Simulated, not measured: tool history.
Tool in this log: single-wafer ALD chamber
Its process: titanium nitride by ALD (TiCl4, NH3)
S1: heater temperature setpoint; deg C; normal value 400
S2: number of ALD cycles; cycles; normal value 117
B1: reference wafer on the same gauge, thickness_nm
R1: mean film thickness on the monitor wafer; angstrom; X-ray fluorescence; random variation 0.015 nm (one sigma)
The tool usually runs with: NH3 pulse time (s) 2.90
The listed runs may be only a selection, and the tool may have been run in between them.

run 1 hour=0.0 | S1=400 S2=117 NH3_pulse_time_(s)=2.90 | B1=2.313 | R1=26.95
run 2 hour=97.2 | S1=400 S2=117 NH3_pulse_time_(s)=2.90 | B1=2.311 | R1=26.88
run 3 hour=194.8 | S1=400 S2=117 NH3_pulse_time_(s)=2.90 | B1=2.320 | R1=26.72
run 4 hour=258.8 | S1=396 S2=117 NH3_pulse_time_(s)=3.59 | B1=2.323 | R1=26.95
run 5 hour=307.5 | S1=396 S2=117 NH3_pulse_time_(s)=3.59 | B1=2.323 | R1=27.23
run 6 hour=478.3 | S1=396 S2=117 NH3_pulse_time_(s)=3.59 | B1=2.333 | R1=27.23
run 7 hour=561.1 | S1=400 S2=117 NH3_pulse_time_(s)=2.90 | B1=2.331 | R1=27.11
run 8 hour=645.8 | S1=400 S2=117 NH3_pulse_time_(s)=2.90 | B1=2.335 | R1=26.96
run 9 hour=702.5 | S1=400 S2=117 NH3_pulse_time_(s)=2.90 | B1=2.339 | R1=26.98
run 10 hour=809.0 | S1=400 S2=117 NH3_pulse_time_(s)=2.90 | B1=2.341 | R1=27.08
-- hour=850.1 gauge calibrated
run 11 hour=858.1 | S1=400 S2=117 NH3_pulse_time_(s)=2.90 | B1=2.238 | R1=25.94
run 12 hour=952.2 | S1=400 S2=117 NH3_pulse_time_(s)=2.90 | B1=2.247 | R1=25.95
-- hour=971.5 thermocouple changed; heater temperature recalibrated
run 13 hour=1053.1 | S1=400 S2=117 NH3_pulse_time_(s)=2.90 | B1=2.244 | R1=26.11
run 14 hour=1119.4 | S1=400 S2=117 NH3_pulse_time_(s)=2.90 | B1=2.255 | R1=25.99
run 15 hour=1186.2 | S1=400 S2=112 NH3_pulse_time_(s)=2.90 | B1=2.255 | R1=25.12
run 16 hour=1289.4 | S1=400 S2=123 NH3_pulse_time_(s)=2.90 | B1=2.260 | R1=27.68
run 17 hour=1331.6 | S1=392 S2=117 NH3_pulse_time_(s)=3.68 | B1=2.263 | R1=26.29
run 18 hour=1432.4 | S1=400 S2=117 NH3_pulse_time_(s)=2.90 | B1=2.262 | R1=26.41
run 19 hour=1505.6 | S1=407 S2=117 NH3_pulse_time_(s)=3.75 | B1=2.265 | R1=26.47
run 20 hour=1546.3 | S1=400 S2=96 NH3_pulse_time_(s)=3.89 | B1=2.265 | R1=21.68
run 21 hour=1631.2 | S1=400 S2=117 NH3_pulse_time_(s)=2.47 | B1=2.271 | R1=26.06

Run 22, settings as shown, results not yet in. Your forecast:
run 22 hour=1736.4 | S1=400 S2=117 NH3_pulse_time_(s)=2.90 | B1=? | R1=?

{"run 22": {"B1": 2.277, "R1": 26.64}}
On a tool with no hidden condition, and with the same random variation, this run would have come out at R1 26.35 angstrom.

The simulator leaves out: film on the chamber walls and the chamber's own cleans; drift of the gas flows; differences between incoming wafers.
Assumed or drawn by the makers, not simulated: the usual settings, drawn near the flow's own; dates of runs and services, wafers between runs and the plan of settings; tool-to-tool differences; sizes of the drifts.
